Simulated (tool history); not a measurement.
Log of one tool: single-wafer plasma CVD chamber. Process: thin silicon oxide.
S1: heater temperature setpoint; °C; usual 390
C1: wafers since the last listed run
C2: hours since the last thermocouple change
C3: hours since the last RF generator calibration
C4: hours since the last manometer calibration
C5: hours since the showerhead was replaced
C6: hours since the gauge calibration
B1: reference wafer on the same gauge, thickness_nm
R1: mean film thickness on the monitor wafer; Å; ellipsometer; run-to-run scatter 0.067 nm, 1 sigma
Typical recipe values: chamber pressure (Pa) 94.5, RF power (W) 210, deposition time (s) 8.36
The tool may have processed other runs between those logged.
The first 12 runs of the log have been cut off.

{"run": 13, "hour": 133.5, "S1": 390, "chamber pressure (Pa)": 80.9, "RF power (W)": 175, "deposition time (s)": 8.36, "C1": 278, "C2": 33.0, "C3": 80.9, "C4": 1815.7, "C5": 3529.0, "C6": 32.0, "B1": 13.434, "R1": 89.2}
{"hour": 146.1, "done": "showerhead replaced"}
{"run": 14, "hour": 146.6, "S1": 390, "chamber pressure (Pa)": 94.5, "RF power (W)": 210, "deposition time (s)": 8.36, "C1": 135, "C2": 46.1, "C3": 94.0, "C4": 1828.8, "C5": 0.5, "C6": 45.1, "B1": 13.4, "R1": 117.83}
{"run": 15, "hour": 156.3, "S1": 390, "chamber pressure (Pa)": 94.5, "RF power (W)": 210, "deposition time (s)": 8.36, "C1": 257, "C2": 55.8, "C3": 103.7, "C4": 1838.5, "C5": 10.2, "C6": 54.8, "B1": 13.396, "R1": 116.2}
{"run": 16, "hour": 165.0, "S1": 390, "chamber pressure (Pa)": 94.5, "RF power (W)": 210, "deposition time (s)": 8.36, "C1": 230, "C2": 64.5, "C3": 112.4, "C4": 1847.2, "C5": 18.9, "C6": 63.5, "B1": 13.365, "R1": 116.19}
{"run": 17, "hour": 179.1, "S1": 390, "chamber pressure (Pa)": 94.5, "RF power (W)": 210, "deposition time (s)": 8.36, "C1": 374, "C2": 78.6, "C3": 126.5, "C4": 1861.3, "C5": 33.0, "C6": 77.6, "B1": 13.374, "R1": 116.38}
{"run": 18, "hour": 186.0, "S1": 390, "chamber pressure (Pa)": 94.5, "RF power (W)": 210, "deposition time (s)": 8.36, "C1": 183, "C2": 85.5, "C3": 133.4, "C4": 1868.2, "C5": 39.9, "C6": 84.5, "B1": 13.397, "R1": 117.03}
{"run": 19, "hour": 195.4, "S1": 390, "chamber pressure (Pa)": 94.5, "RF power (W)": 210, "deposition time (s)": 8.36, "C1": 249, "C2": 94.9, "C3": 142.8, "C4": 1877.6, "C5": 49.3, "C6": 93.9, "B1": 13.398, "R1": 116.29}
{"hour": 210.5, "done": "capacitance manometer re-zeroed and calibrated"}
{"run": 20, "hour": 211.0, "S1": 402, "chamber pressure (Pa)": 94.5, "RF power (W)": 210, "deposition time (s)": 8.36, "C1": 201, "C2": 110.5, "C3": 158.4, "C4": 0.5, "C5": 64.9, "C6": 109.5, "B1": 13.417, "R1": 115.45}
{"run": 21, "hour": 219.1, "S1": 390, "chamber pressure (Pa)": 100.5, "RF power (W)": 225, "deposition time (s)": 9.59, "C1": 215, "C2": 118.6, "C3": 166.5, "C4": 8.6, "C5": 73.0, "C6": 117.6, "B1": 13.383, "R1": 147.32}
{"run": 22, "hour": 226.8, "S1": 390, "chamber pressure (Pa)": 83.6, "RF power (W)": 210, "deposition time (s)": 7.77, "C1": 204, "C2": 126.3, "C3": 174.2, "C4": 16.3, "C5": 80.7, "C6": 125.3, "B1": 13.392, "R1": 96.68}
{"run": 23, "hour": 238.5, "S1": 390, "chamber pressure (Pa)": 94.5, "RF power (W)": 230, "deposition time (s)": 8.36, "C1": 310, "C2": 138.0, "C3": 185.9, "C4": 28.0, "C5": 92.4, "C6": 137.0, "B1": 13.409, "R1": 121.8}
{"run": 24, "hour": 251.1, "S1": 390, "chamber pressure (Pa)": 94.5, "RF power (W)": 210, "deposition time (s)": 8.9, "C1": 334, "C2": 150.6, "C3": 198.5, "C4": 40.6, "C5": 105.0, "C6": 149.6, "B1": 13.407, "R1": 124.52}
{"run": 25, "hour": 260.3, "S1": 405, "chamber pressure (Pa)": 94.5, "RF power (W)": 230, "deposition time (s)": 8.36, "C1": 244, "C2": 159.8, "C3": 207.7, "C4": 49.8, "C5": 114.2, "C6": 158.8, "B1": 13.421, "R1": 120.58}
{"run": 26, "hour": 271.6, "S1": 390, "chamber pressure (Pa)": 94.5, "RF power (W)": 210, "deposition time (s)": 8.36, "C1": 299, "C2": 171.1, "C3": 219.0, "C4": 61.1, "C5": 125.5, "C6": 170.1, "B1": 13.427, "R1": 115.73}
{"run": 27, "hour": 281.3, "S1": 390, "chamber pressure (Pa)": 102.7, "RF power (W)": 210, "deposition time (s)": 8.36, "C1": 257, "C2": 180.8, "C3": 228.7, "C4": 70.8, "C5": 135.2, "C6": 179.8, "B1": 13.403, "R1": 126.45}
{"run": 28, "hour": 295.0, "S1": 398, "chamber pressure (Pa)": 115.9, "RF power (W)": 210, "deposition time (s)": 9.74, "C1": 363, "C2": 194.5, "C3": 242.4, "C4": 84.5, "C5": 148.9, "C6": 193.5, "B1": 13.398, "R1": 163.87}
{"run": 29, "hour": 303.4, "S1": 385, "chamber pressure (Pa)": 94.5, "RF power (W)": 210, "deposition time (s)": 9.4, "C1": 222, "C2": 202.9, "C3": 250.8, "C4": 92.9, "C5": 157.3, "C6": 201.9, "B1": 13.399, "R1": 131.71}
{"run": 30, "hour": 318.5, "S1": 390, "chamber pressure (Pa)": 110.4, "RF power (W)": 210, "deposition time (s)": 8.36, "C1": 400, "C2": 218.0, "C3": 265.9, "C4": 108.0, "C5": 172.4, "C6": 217.0, "B1": 13.373, "R1": 135.42}

Alternative continuations, all from the tool just after run 30; predict every row:
{"run": "A", "hour": 318.9, "S1": 390, "chamber pressure (Pa)": 94.5, "RF power (W)": 210, "deposition time (s)": 8.36, "C1": 10, "C2": 218.4, "C3": 266.3, "C4": 108.4, "C5": 172.8, "C6": 217.4, "B1": "?", "R1": "?"}
{"run": "B", "hour": 318.9, "S1": 390, "chamber pressure (Pa)": 94.5, "RF power (W)": 210, "deposition time (s)": 6.8, "C1": 10, "C2": 218.4, "C3": 266.3, "C4": 108.4, "C5": 172.8, "C6": 217.4, "B1": "?", "R1": "?"}
{"run": "C", "hour": 318.9, "S1": 396, "chamber pressure (Pa)": 94.5, "RF power (W)": 200, "deposition time (s)": 9.94, "C1": 10, "C2": 218.4, "C3": 266.3, "C4": 108.4, "C5": 172.8, "C6": 217.4, "B1": "?", "R1": "?"}

run=A B1=13.392 R1=116.90
run=B B1=13.392 R1=95.13
run=C B1=13.392 R1=134.57
The same runs, with their run-to-run variation unchanged, on a tool lacking any hidden condition would have given:
run=A R1=116.90
run=B R1=95.13
run=C R1=134.57
